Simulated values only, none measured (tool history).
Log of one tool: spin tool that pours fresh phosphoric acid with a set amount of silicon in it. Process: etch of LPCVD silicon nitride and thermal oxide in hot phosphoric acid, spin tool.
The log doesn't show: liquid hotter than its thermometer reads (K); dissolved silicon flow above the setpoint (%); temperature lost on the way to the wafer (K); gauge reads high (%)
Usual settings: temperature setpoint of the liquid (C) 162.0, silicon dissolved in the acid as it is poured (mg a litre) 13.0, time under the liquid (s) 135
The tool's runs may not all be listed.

run   hour  temperature setpoint of the liquid (C)  silicon dissolved in the acid as it is poured (mg a litre)  time under the liquid (s)  wafers since the last listed run  hours since the thermometer was replaced  hours since the dissolved silicon flow meter was replaced  hours since the heated supply line was repaired  hours since the gauge calibration  read-back film thickness of the LPCVD silicon nitride reference wafer, read on the same gauge (nm)  read-back film thickness of the thermal oxide reference wafer, read on the same gauge (nm)  thickness taken off the LPCVD silicon nitride on a monitor wafer (angstrom)  thickness taken off the thermal oxide on a monitor wafer (angstrom)
  1    0.0                                   162.0                                                        19.0                        135                                 0                                     614.5                                                      524.7                                            648.4                              523.0                                                                                              130.00                                                                                      90.029                                                                        140.1                                                                 3.26
  2   23.9                                   162.0                                                        19.0                        135                               127                                     638.4                                                      548.6                                            672.3                              546.9                                                                                              129.97                                                                                      90.053                                                                        138.7                                                                 3.33
  3   49.7                                   162.0                                                        19.0                        135                               138                                     664.2                                                      574.4                                            698.1                              572.7                                                                                              130.00                                                                                      90.031                                                                        143.8                                                                 3.55
  4   80.5                                   162.0                                                        13.0                        135                               164                                     695.0                                                      605.2                                            728.9                              603.5                                                                                              130.00                                                                                      90.006                                                                        143.0                                                                 3.91
  5   96.3                                   162.0                                                        13.0                        135                                84                                     710.8                                                      621.0                                            744.7                              619.3                                                                                              129.99                                                                                      90.002                                                                        141.4                                                                 4.11
  6  121.7                                   162.0                                                        13.0                        135                               136                                     736.2                                                      646.4                                            770.1                              644.7                                                                                              130.00                                                                                      90.012                                                                        141.1                                                                 4.48
     145.5  -- thermometer replaced
  7  152.5                                   162.0                                                        13.0                        135                               159                                       7.0                                                      677.2                                            800.9                              675.5                                                                                              129.99                                                                                      89.984                                                                        131.8                                                                 3.62
     169.4  -- heated supply line repaired
  8  170.2                                   162.0                                                        13.0                        135                                89                                      24.7                                                      694.9                                              0.8                              693.2                                                                                              130.00                                                                                      89.994                                                                        132.5                                                                 3.64
     182.1  -- gauge calibrated
  9  205.3                                   162.0                                                        13.0                        135                               187                                      59.8                                                      730.0                                             35.9                               23.2                                                                                              129.97                                                                                      89.979                                                                        132.6                                                                 4.20
 10  228.1                                   162.0                                                         9.0                        110                               122                                      82.6                                                      752.8                                             58.7                               46.0                                                                                              130.00                                                                                      90.000                                                                        108.7                                                                 2.66
 11  262.1                                   160.5                                                         9.5                        100                               182                                     116.6                                                      786.8                                             92.7                               80.0                                                                                              130.02                                                                                      90.039                                                                         95.0                                                                 2.66
     263.8  -- dissolved silicon flow meter replaced
 12  295.6                                   162.0                                                        13.0                        135                               174                                     150.1                                                       31.8                                            126.2                              113.5                                                                                              130.00                                                                                      89.994                                                                        134.2                                                                 3.82
 13  308.3                                   163.0                                                         3.5                         65                                68                                     162.8                                                       44.5                                            138.9                              126.2                                                                                              129.98                                                                                      90.007                                                                         67.3                                                                 2.19
 14  332.4                                   160.0                                                        13.0                        135                               129                                     186.9                                                       68.6                                            163.0                              150.3                                                                                              130.00                                                                                      89.959                                                                        126.6                                                                 3.08
 15  355.5                                   164.5                                                        20.5                         75                               123                                     210.0                                                       91.7                                            186.1                              173.4                                                                                              130.00                                                                                      90.013                                                                         82.1                                                                 2.06
 16  389.4                                   162.0                                                        13.0                        135                               181                                     243.9                                                      125.6                                            220.0                              207.3                                                                                              129.97                                                                                      89.992                                                                        136.1                                                                 4.15
 17  413.2                                   160.0                                                         3.0                        135                               127                                     267.7                                                      149.4                                            243.8                              231.1                                                                                              129.99                                                                                      89.957                                                                        127.4                                                                 4.17
 18  448.5                                   163.0                                                        13.0                        175                               189                                     303.0                                                      184.7                                            279.1                              266.4                                                                                              129.99                                                                                      90.026                                                                        183.5                                                                 4.93
 19  482.1                                   164.0                                                         5.5                        110                               179                                     336.6                                                      218.3                                            312.7                              300.0                                                                                              130.00                                                                                      90.005                                                                        119.8                                                                 4.08
 20  499.6                                   162.0                                                        13.0                        135                                93                                     354.1                                                      235.8                                            330.2                              317.5                                                                                              129.97                                                                                      89.988                                                                        135.2                                                                 4.00
 21  530.4                                   162.0                                                        13.0                        135                               164                                     384.9                                                      266.6                                            361.0                              348.3                                                                                              130.02                                                                                      90.032                                                                        137.7                                                                 3.80
 22  559.1                                   164.0                                                        21.5                        170                               153                                     413.6                                                      295.3                                            389.7                              377.0                                                                                              129.99                                                                                      90.009                                                                        186.2                                                                 4.57
 23  589.3                                   159.0                                                        16.0                         95                               161                                     443.8                                                      325.5                                            419.9                              407.2                                                                                              129.98                                                                                      90.000                                                                         88.2                                                                 2.13

Forecast each of these 3 alternatives for the next run:
  A  589.8                                   162.0                                                        13.0                        135                                 2                                     444.3                                                      326.0                                            420.4                              407.7                                                                                                   ?                                                                                           ?                                                                            ?                                                                    ?
  B  589.8                                   160.0                                                        19.5                        115                                 2                                     444.3                                                      326.0                                            420.4                              407.7                                                                                                   ?                                                                                           ?                                                                            ?                                                                    ?
  C  589.8                                   161.0                                                        19.5                        200                                 2                                     444.3                                                      326.0                                            420.4                              407.7                                                                                                   ?                                                                                           ?                                                                            ?                                                                    ?

run  read-back film thickness of the LPCVD silicon nitride reference wafer, read on the same gauge (nm)  read-back film thickness of the thermal oxide reference wafer, read on the same gauge (nm)  thickness taken off the LPCVD silicon nitride on a monitor wafer (angstrom)  thickness taken off the thermal oxide on a monitor wafer (angstrom)
  A                                                                                              130.01                                                                                      89.993                                                                        138.4                                                                 4.07
  B                                                                                              130.01                                                                                      89.993                                                                        110.3                                                                 2.53
  C                                                                                              130.01                                                                                      89.993                                                                        198.3                                                                 4.74
Without the tool's hidden state the same runs would have given:
run  thickness taken off the LPCVD silicon nitride on a monitor wafer (angstrom)  thickness taken off the thermal oxide on a monitor wafer (angstrom)
  A                                                                        131.3                                                                 3.63
  B                                                                        104.6                                                                 2.25
  C                                                                        188.1                                                                 4.22
